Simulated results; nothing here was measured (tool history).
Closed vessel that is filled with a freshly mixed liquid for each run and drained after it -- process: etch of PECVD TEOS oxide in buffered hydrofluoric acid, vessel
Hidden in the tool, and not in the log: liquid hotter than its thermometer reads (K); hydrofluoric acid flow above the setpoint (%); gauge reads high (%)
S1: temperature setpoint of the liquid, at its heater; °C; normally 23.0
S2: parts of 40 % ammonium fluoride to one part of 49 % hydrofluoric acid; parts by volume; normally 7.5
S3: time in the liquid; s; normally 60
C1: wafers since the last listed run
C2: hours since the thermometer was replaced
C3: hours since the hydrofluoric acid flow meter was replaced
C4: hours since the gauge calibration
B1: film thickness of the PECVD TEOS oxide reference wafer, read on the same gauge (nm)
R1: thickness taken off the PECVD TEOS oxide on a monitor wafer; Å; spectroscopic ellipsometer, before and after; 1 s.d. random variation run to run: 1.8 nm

| run | hour | S1 | S2 | S3 | C1 | C2 | C3 | C4 | B1 | R1 |
|---|---|---|---|---|---|---|---|---|---|---|
| 1 | 0.0 | 23.0 | 7.5 | 60 | 0 | 125.1 | 623.0 | 938.8 | 90.00 | 2023.3 |
| 2 | 26.4 | 23.0 | 7.5 | 60 | 2902 | 151.5 | 649.4 | 965.2 | 89.99 | 2014.9 |
| 3 | 48.4 | 23.0 | 7.5 | 60 | 2418 | 173.5 | 671.4 | 987.2 | 89.98 | 2051.6 |
| 4 | 74.0 | 23.0 | 7.5 | 60 | 2814 | 199.1 | 697.0 | 1012.8 | 90.00 | 2034.1 |
| 5 | 105.4 | 23.0 | 7.5 | 60 | 3452 | 230.5 | 728.4 | 1044.2 | 90.04 | 2090.7 |
| 6 | 140.9 | 23.0 | 7.5 | 60 | 3902 | 266.0 | 763.9 | 1079.7 | 89.97 | 2034.2 |
| 7 | 168.7 | 23.0 | 7.5 | 60 | 3056 | 293.8 | 791.7 | 1107.5 | 89.99 | 2096.5 |
| 8 | 195.0 | 23.0 | 7.5 | 60 | 2891 | 320.1 | 818.0 | 1133.8 | 90.00 | 2079.8 |
| 9 | 289.6 | 23.0 | 7.5 | 60 | 10400 | 414.7 | 912.6 | 1228.4 | 90.00 | 2114.7 |
|  | 296.2 | gauge calibrated |
| 10 | 316.2 | 21.5 | 5.0 | 30 | 2924 | 441.3 | 939.2 | 20.0 | 90.01 | 1409.2 |
|  | 350.5 | thermometer replaced |
| 11 | 351.4 | 27.5 | 7.5 | 40 | 3759 | 0.9 | 974.4 | 55.2 | 90.02 | 1676.4 |
| 12 | 374.6 | 27.5 | 8.5 | 45 | 2550 | 24.1 | 997.6 | 78.4 | 89.97 | 1659.7 |
| 13 | 408.6 | 20.0 | 5.0 | 35 | 3737 | 58.1 | 1031.6 | 112.4 | 90.00 | 1417.8 |
| 14 | 438.4 | 23.0 | 7.5 | 60 | 3276 | 87.9 | 1061.4 | 142.2 | 90.00 | 2013.3 |
| 15 | 469.4 | 27.0 | 10.0 | 50 | 3408 | 118.9 | 1092.4 | 173.2 | 89.98 | 1603.7 |
| 16 | 500.7 | 27.0 | 7.5 | 30 | 3441 | 150.2 | 1123.7 | 204.5 | 90.00 | 1258.3 |
| 17 | 536.7 | 20.0 | 5.0 | 35 | 3957 | 186.2 | 1159.7 | 240.5 | 89.99 | 1424.1 |
|  | 547.4 | hydrofluoric acid flow meter replaced |
| 18 | 550.6 | 23.0 | 7.5 | 60 | 1418 | 200.1 | 3.2 | 254.4 | 90.01 | 1994.9 |
| 19 | 569.5 | 26.0 | 7.5 | 85 | 2077 | 219.0 | 22.1 | 273.3 | 90.02 | 3454.0 |
| 20 | 585.4 | 19.5 | 6.5 | 40 | 1748 | 234.9 | 38.0 | 289.2 | 89.97 | 1300.2 |
| 21 | 621.1 | 23.0 | 7.5 | 60 | 3924 | 270.6 | 73.7 | 324.9 | 90.00 | 2071.4 |
| 22 | 649.1 | 25.5 | 9.5 | 60 | 3078 | 298.6 | 101.7 | 352.9 | 90.01 | 1906.9 |
| 23 | 670.2 | 27.0 | 7.5 | 60 | 2319 | 319.7 | 122.8 | 374.0 | 89.98 | 2631.5 |
| 24 | 690.0 | 23.0 | 7.5 | 60 | 2176 | 339.5 | 142.6 | 393.8 | 89.99 | 2128.0 |
| 25 | 718.6 | 21.0 | 6.5 | 35 | 3144 | 368.1 | 171.2 | 422.4 | 90.01 | 1264.3 |
| 26 | 737.9 | 25.0 | 6.0 | 50 | 2121 | 387.4 | 190.5 | 441.7 | 90.01 | 2383.4 |
| 27 | 757.1 | 18.0 | 5.0 | 50 | 2110 | 406.6 | 209.7 | 460.9 | 90.01 | 1923.4 |
| 28 | 791.6 | 21.0 | 5.0 | 85 | 3792 | 441.1 | 244.2 | 495.4 | 90.01 | 3928.9 |
| 29 | 819.7 | 23.0 | 10.0 | 60 | 3089 | 469.2 | 272.3 | 523.5 | 89.98 | 1634.2 |
| 30 | 834.4 | 23.0 | 7.5 | 40 | 1616 | 483.9 | 287.0 | 538.2 | 89.99 | 1421.3 |
|  | 843.7 | thermometer replaced |
| 31 | 860.9 | 23.0 | 7.5 | 60 | 2803 | 17.2 | 313.5 | 564.7 | 90.01 | 1997.0 |
| 32 | 884.8 | 26.5 | 8.5 | 60 | 2627 | 41.1 | 337.4 | 588.6 | 90.00 | 2113.3 |
| 33 | 904.0 | 25.0 | 7.5 | 60 | 2110 | 60.3 | 356.6 | 607.8 | 90.01 | 2191.2 |

Below are 4 alternative next runs, each starting from the tool's condition after run 33. Predict each:
| A | 904.7 | 23.0 | 7.5 | 60 | 76 | 61.0 | 357.3 | 608.5 | ? | ? |
| B | 904.7 | 19.0 | 9.0 | 90 | 76 | 61.0 | 357.3 | 608.5 | ? | ? |
| C | 904.7 | 18.0 | 6.5 | 30 | 76 | 61.0 | 357.3 | 608.5 | ? | ? |
| D | 904.7 | 23.0 | 7.5 | 70 | 76 | 61.0 | 357.3 | 608.5 | ? | ? |

| run | B1 | R1 |
|---|---|---|
| A | 90.01 | 1961.0 |
| B | 90.01 | 1933.6 |
| C | 90.01 | 853.0 |
| D | 90.01 | 2287.8 |
Without the tool's hidden state the same runs would have given:
| run | R1 |
|---|---|
| A | 1929.0 |
| B | 1901.3 |
| C | 838.7 |
| D | 2250.5 |
